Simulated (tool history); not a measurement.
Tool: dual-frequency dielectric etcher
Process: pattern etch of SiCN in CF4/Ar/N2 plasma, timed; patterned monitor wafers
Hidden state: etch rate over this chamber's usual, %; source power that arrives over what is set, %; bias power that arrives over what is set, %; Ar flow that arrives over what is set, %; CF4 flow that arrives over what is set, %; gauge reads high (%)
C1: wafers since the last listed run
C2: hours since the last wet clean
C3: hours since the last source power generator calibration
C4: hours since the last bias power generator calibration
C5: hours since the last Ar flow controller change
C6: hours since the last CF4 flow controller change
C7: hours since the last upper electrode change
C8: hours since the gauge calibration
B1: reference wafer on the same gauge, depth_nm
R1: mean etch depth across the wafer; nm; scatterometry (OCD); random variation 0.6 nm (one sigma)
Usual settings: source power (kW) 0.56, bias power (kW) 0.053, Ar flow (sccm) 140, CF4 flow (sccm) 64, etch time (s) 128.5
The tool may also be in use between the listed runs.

run 1 hour=0 | source_power_(kW)=0.44 bias_power_(kW)=0.053 Ar_flow_(sccm)=174 CF4_flow_(sccm)=64 etch_time_(s)=128.5 | C1=0 C2=55.1 C3=3566.3 C4=4617.8 C5=52.2 C6=441.7 C7=3081.6 C8=39.6 | B1=99.9 | R1=91.1
run 2 hour=36.7 | source_power_(kW)=0.48 bias_power_(kW)=0.053 Ar_flow_(sccm)=140 CF4_flow_(sccm)=64 etch_time_(s)=166.5 | C1=393 C2=91.8 C3=3603 C4=4654.5 C5=88.9 C6=478.4 C7=3118.3 C8=76.3 | B1=100.2 | R1=132.9
run 3 hour=97.7 | source_power_(kW)=0.56 bias_power_(kW)=0.053 Ar_flow_(sccm)=140 CF4_flow_(sccm)=64 etch_time_(s)=128.5 | C1=654 C2=152.8 C3=3664 C4=4715.5 C5=149.9 C6=539.4 C7=3179.3 C8=137.3 | B1=99.9 | R1=118.7
-- hour=138.5 source power generator calibrated
run 4 hour=152.8 | source_power_(kW)=0.56 bias_power_(kW)=0.053 Ar_flow_(sccm)=120 CF4_flow_(sccm)=58 etch_time_(s)=128.5 | C1=547 C2=207.9 C3=14.3 C4=4770.6 C5=205 C6=594.5 C7=3234.4 C8=192.4 | B1=100 | R1=117
run 5 hour=218.7 | source_power_(kW)=0.56 bias_power_(kW)=0.058 Ar_flow_(sccm)=140 CF4_flow_(sccm)=64 etch_time_(s)=128.5 | C1=706 C2=273.8 C3=80.2 C4=4836.5 C5=270.9 C6=660.4 C7=3300.3 C8=258.3 | B1=99.9 | R1=123.7
run 6 hour=253.9 | source_power_(kW)=0.56 bias_power_(kW)=0.053 Ar_flow_(sccm)=140 CF4_flow_(sccm)=64 etch_time_(s)=128.5 | C1=377 C2=309 C3=115.4 C4=4871.7 C5=306.1 C6=695.6 C7=3335.5 C8=293.5 | B1=100.1 | R1=117.4
run 7 hour=317.7 | source_power_(kW)=0.56 bias_power_(kW)=0.061 Ar_flow_(sccm)=115 CF4_flow_(sccm)=64 etch_time_(s)=128.5 | C1=684 C2=372.8 C3=179.2 C4=4935.5 C5=369.9 C6=759.4 C7=3399.3 C8=357.3 | B1=100 | R1=127.4
run 8 hour=354.3 | source_power_(kW)=0.56 bias_power_(kW)=0.053 Ar_flow_(sccm)=140 CF4_flow_(sccm)=64 etch_time_(s)=106.5 | C1=392 C2=409.4 C3=215.8 C4=4972.1 C5=406.5 C6=796 C7=3435.9 C8=393.9 | B1=100 | R1=96.3
run 9 hour=391.1 | source_power_(kW)=0.56 bias_power_(kW)=0.053 Ar_flow_(sccm)=140 CF4_flow_(sccm)=64 etch_time_(s)=128.5 | C1=394 C2=446.2 C3=252.6 C4=5008.9 C5=443.3 C6=832.8 C7=3472.7 C8=430.7 | B1=99.9 | R1=115.8
run 10 hour=421.9 | source_power_(kW)=0.56 bias_power_(kW)=0.053 Ar_flow_(sccm)=140 CF4_flow_(sccm)=73 etch_time_(s)=108.5 | C1=330 C2=477 C3=283.4 C4=5039.7 C5=474.1 C6=863.6 C7=3503.5 C8=461.5 | B1=100 | R1=100.6
-- hour=446.1 wet clean of the chamber
-- hour=460.6 upper electrode replaced, of another model than before
run 11 hour=600.4 | source_power_(kW)=0.53 bias_power_(kW)=0.053 Ar_flow_(sccm)=128 CF4_flow_(sccm)=64 etch_time_(s)=128.5 | C1=1500 C2=154.3 C3=461.9 C4=5218.2 C5=652.6 C6=1042.1 C7=139.8 C8=640 | B1=100 | R1=112.8
-- hour=608.3 bias power generator calibrated
run 12 hour=660.9 | source_power_(kW)=0.5 bias_power_(kW)=0.053 Ar_flow_(sccm)=140 CF4_flow_(sccm)=56 etch_time_(s)=128.5 | C1=605 C2=214.8 C3=522.4 C4=52.6 C5=713.1 C6=1102.6 C7=200.3 C8=700.5 | B1=100 | R1=98.8
run 13 hour=700.8 | source_power_(kW)=0.56 bias_power_(kW)=0.053 Ar_flow_(sccm)=140 CF4_flow_(sccm)=64 etch_time_(s)=128.5 | C1=427 C2=254.7 C3=562.3 C4=92.5 C5=753 C6=1142.5 C7=240.2 C8=740.4 | B1=100.1 | R1=118.7
run 14 hour=732.3 | source_power_(kW)=0.56 bias_power_(kW)=0.053 Ar_flow_(sccm)=140 CF4_flow_(sccm)=64 etch_time_(s)=128.5 | C1=337 C2=286.2 C3=593.8 C4=124 C5=784.5 C6=1174 C7=271.7 C8=771.9 | B1=100.1 | R1=119
run 15 hour=779.9 | source_power_(kW)=0.56 bias_power_(kW)=0.053 Ar_flow_(sccm)=140 CF4_flow_(sccm)=64 etch_time_(s)=128.5 | C1=510 C2=333.8 C3=641.4 C4=171.6 C5=832.1 C6=1221.6 C7=319.3 C8=819.5 | B1=100 | R1=116.7
run 16 hour=841 | source_power_(kW)=0.56 bias_power_(kW)=0.053 Ar_flow_(sccm)=107 CF4_flow_(sccm)=64 etch_time_(s)=128.5 | C1=655 C2=394.9 C3=702.5 C4=232.7 C5=893.2 C6=1282.7 C7=380.4 C8=880.6 | B1=100 | R1=120.6
run 17 hour=889 | source_power_(kW)=0.56 bias_power_(kW)=0.053 Ar_flow_(sccm)=140 CF4_flow_(sccm)=64 etch_time_(s)=128.5 | C1=514 C2=442.9 C3=750.5 C4=280.7 C5=941.2 C6=1330.7 C7=428.4 C8=928.6 | B1=100 | R1=116.6
run 18 hour=926.4 | source_power_(kW)=0.5 bias_power_(kW)=0.053 Ar_flow_(sccm)=152 CF4_flow_(sccm)=64 etch_time_(s)=145.5 | C1=400 C2=480.3 C3=787.9 C4=318.1 C5=978.6 C6=1368.1 C7=465.8 C8=966 | B1=99.8 | R1=111
run 19 hour=978.1 | source_power_(kW)=0.44 bias_power_(kW)=0.053 Ar_flow_(sccm)=140 CF4_flow_(sccm)=64 etch_time_(s)=157.5 | C1=554 C2=532 C3=839.6 C4=369.8 C5=1030.3 C6=1419.8 C7=517.5 C8=1017.7 | B1=100 | R1=100.9
-- hour=1004 wet clean of the chamber
run 20 hour=1018.4 | source_power_(kW)=0.52 bias_power_(kW)=0.066 Ar_flow_(sccm)=140 CF4_flow_(sccm)=56 etch_time_(s)=105 | C1=174 C2=14.4 C3=879.9 C4=410.1 C5=1070.6 C6=1460.1 C7=557.8 C8=1058 | B1=99.9 | R1=93.9
run 21 hour=1069.5 | source_power_(kW)=0.56 bias_power_(kW)=0.053 Ar_flow_(sccm)=108 CF4_flow_(sccm)=51 etch_time_(s)=128.5 | C1=547 C2=65.5 C3=931 C4=461.2 C5=1121.7 C6=1511.2 C7=608.9 C8=1109.1 | B1=99.9 | R1=116.6

Forecast each of these 4 alternatives for the next run:
run A hour=1070 | source_power_(kW)=0.56 bias_power_(kW)=0.053 Ar_flow_(sccm)=140 CF4_flow_(sccm)=64 etch_time_(s)=128.5 | C1=5 C2=66 C3=931.5 C4=461.7 C5=1122.2 C6=1511.7 C7=609.4 C8=1109.6 | B1=? | R1=?
run B hour=1070 | source_power_(kW)=0.56 bias_power_(kW)=0.053 Ar_flow_(sccm)=140 CF4_flow_(sccm)=79 etch_time_(s)=128.5 | C1=5 C2=66 C3=931.5 C4=461.7 C5=1122.2 C6=1511.7 C7=609.4 C8=1109.6 | B1=? | R1=?
run C hour=1070 | source_power_(kW)=0.56 bias_power_(kW)=0.049 Ar_flow_(sccm)=129 CF4_flow_(sccm)=78 etch_time_(s)=166.5 | C1=5 C2=66 C3=931.5 C4=461.7 C5=1122.2 C6=1511.7 C7=609.4 C8=1109.6 | B1=? | R1=?
run D hour=1070 | source_power_(kW)=0.67 bias_power_(kW)=0.053 Ar_flow_(sccm)=140 CF4_flow_(sccm)=80 etch_time_(s)=128.5 | C1=5 C2=66 C3=931.5 C4=461.7 C5=1122.2 C6=1511.7 C7=609.4 C8=1109.6 | B1=? | R1=?

run=A B1=100.2 R1=121.4
run=B B1=100.2 R1=127.6
run=C B1=100.2 R1=161.9
run=D B1=100.2 R1=160.8
Without the tool's hidden state the same runs would have given:
run=A R1=121.7
run=B R1=127.9
run=C R1=162.3
run=D R1=161.3
